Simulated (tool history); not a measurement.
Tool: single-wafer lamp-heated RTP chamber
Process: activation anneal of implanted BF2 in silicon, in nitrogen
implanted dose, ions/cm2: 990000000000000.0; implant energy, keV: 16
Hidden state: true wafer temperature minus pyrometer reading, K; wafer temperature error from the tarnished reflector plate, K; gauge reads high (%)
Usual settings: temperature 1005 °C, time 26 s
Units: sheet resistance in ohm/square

| run | hour | temperature | time | wafers since the last listed run | wafers since the last pyrometer calibration | wafers since the reflector plate was cleaned | hours since the gauge calibration | read-back reference wafer on the same gauge, sheet resistance | sheet resistance |
|---|---|---|---|---|---|---|---|---|---|
| 1 | 0.0 | 989 | 20 | 0 | 2089 | 12098 | 48.9 | 186.63 | 242.45 |
| 2 | 10.3 | 989 | 20 | 107 | 2197 | 12205 | 59.2 | 187.15 | 241.43 |
| 3 | 25.3 | 1005 | 26 | 156 | 2353 | 12362 | 74.2 | 187.14 | 206.63 |
| 4 | 40.2 | 1005 | 26 | 155 | 2509 | 12517 | 89.1 | 186.87 | 202.63 |
| 5 | 56.1 | 1005 | 26 | 165 | 2675 | 12683 | 105.0 | 186.54 | 199.95 |
| 6 | 63.7 | 1005 | 26 | 79 | 2754 | 12763 | 112.6 | 187.19 | 203.30 |
| 7 | 78.6 | 1005 | 26 | 155 | 2910 | 12918 | 127.5 | 186.91 | 202.38 |
| 8 | 91.0 | 1005 | 26 | 129 | 3039 | 13047 | 139.9 | 187.08 | 199.89 |
| 9 | 100.3 | 1005 | 26 | 97 | 3136 | 13145 | 149.2 | 186.73 | 201.69 |
| 10 | 112.8 | 1005 | 26 | 130 | 3267 | 13275 | 161.7 | 187.11 | 200.41 |
| 11 | 128.3 | 1005 | 26 | 161 | 3428 | 13437 | 177.2 | 187.06 | 200.10 |
| 12 | 136.0 | 1005 | 26 | 80 | 3509 | 13517 | 184.9 | 187.11 | 200.27 |
| 13 | 148.2 | 1005 | 26 | 127 | 3636 | 13645 | 197.1 | 187.43 | 200.56 |
|  | 158.0 | pyrometer window cleaned and pyrometer calibrated |
| 14 | 160.4 | 992 | 26 | 43 | 24 | 13688 | 209.3 | 187.39 | 235.92 |
|  | 168.1 | gauge calibrated |
| 15 | 172.2 | 992 | 26 | 123 | 147 | 13812 | 4.1 | 186.78 | 234.82 |
| 16 | 180.6 | 992 | 26 | 87 | 235 | 13899 | 12.5 | 186.72 | 237.85 |
| 17 | 187.1 | 1005 | 26 | 67 | 303 | 13967 | 19.0 | 187.00 | 211.92 |
| 18 | 197.5 | 1034 | 35 | 108 | 412 | 14076 | 29.4 | 187.05 | 172.92 |
| 19 | 207.6 | 1005 | 26 | 105 | 517 | 14181 | 39.5 | 186.95 | 209.45 |
| 20 | 223.2 | 990 | 32 | 162 | 680 | 14344 | 55.1 | 186.86 | 226.59 |
|  | 245.1 | reflector plate cleaned |
| 21 | 245.6 | 1005 | 26 | 150 | 830 | 5 | 77.5 | 186.92 | 207.82 |
| 22 | 246.5 | 1032 | 26 | 9 | 840 | 14 | 78.4 | 186.49 | 179.47 |
| 23 | 258.7 | 1024 | 16 | 127 | 967 | 142 | 90.6 | 187.26 | 199.87 |
| 24 | 273.5 | 1016 | 12 | 154 | 1121 | 296 | 105.4 | 186.93 | 221.95 |
| 25 | 282.4 | 1024 | 21 | 92 | 1214 | 389 | 114.3 | 187.29 | 188.81 |
| 26 | 295.6 | 1005 | 26 | 137 | 1352 | 527 | 127.5 | 187.16 | 206.89 |
| 27 | 302.1 | 1005 | 26 | 67 | 1420 | 595 | 134.0 | 186.98 | 206.13 |
| 28 | 318.4 | 1005 | 26 | 170 | 1590 | 765 | 150.3 | 186.52 | 207.25 |
| 29 | 328.0 | 981 | 26 | 100 | 1690 | 865 | 159.9 | 187.07 | 248.84 |
| 30 | 341.2 | 1034 | 18 | 137 | 1828 | 1003 | 173.1 | 186.85 | 184.32 |
| 31 | 358.7 | 1005 | 35 | 182 | 2011 | 1185 | 190.6 | 187.10 | 193.94 |
| 32 | 365.8 | 1005 | 15 | 74 | 2085 | 1260 | 197.7 | 186.93 | 224.80 |
| 33 | 373.1 | 1005 | 26 | 76 | 2161 | 1336 | 205.0 | 186.74 | 206.42 |
| 34 | 380.5 | 1005 | 26 | 77 | 2238 | 1413 | 212.4 | 187.21 | 202.82 |
|  | 390.5 | gauge calibrated |
| 35 | 392.7 | 976 | 26 | 127 | 2366 | 1540 | 2.2 | 186.84 | 255.31 |

5 ways to go on from here, each from the tool as it stands after run 35. What would each give?
| A | 393.1 | 1005 | 26 | 4 | 2370 | 1545 | 2.6 | ? | ? |
| B | 393.1 | 975 | 11 | 4 | 2370 | 1545 | 2.6 | ? | ? |
| C | 393.1 | 985 | 41 | 4 | 2370 | 1545 | 2.6 | ? | ? |
| D | 393.1 | 997 | 40 | 4 | 2370 | 1545 | 2.6 | ? | ? |
| E | 393.1 | 976 | 17 | 4 | 2370 | 1545 | 2.6 | ? | ? |

| run | read-back reference wafer on the same gauge, sheet resistance | sheet resistance |
|---|---|---|
| A | 187.14 | 199.97 |
| B | 187.14 | 284.98 |
| C | 187.14 | 216.24 |
| D | 187.14 | 197.01 |
| E | 187.14 | 268.28 |
Without the tool's hidden state the same runs would have given:
| run | sheet resistance |
|---|---|
| A | 210.10 |
| B | 298.68 |
| C | 228.55 |
| D | 207.69 |
| E | 282.18 |
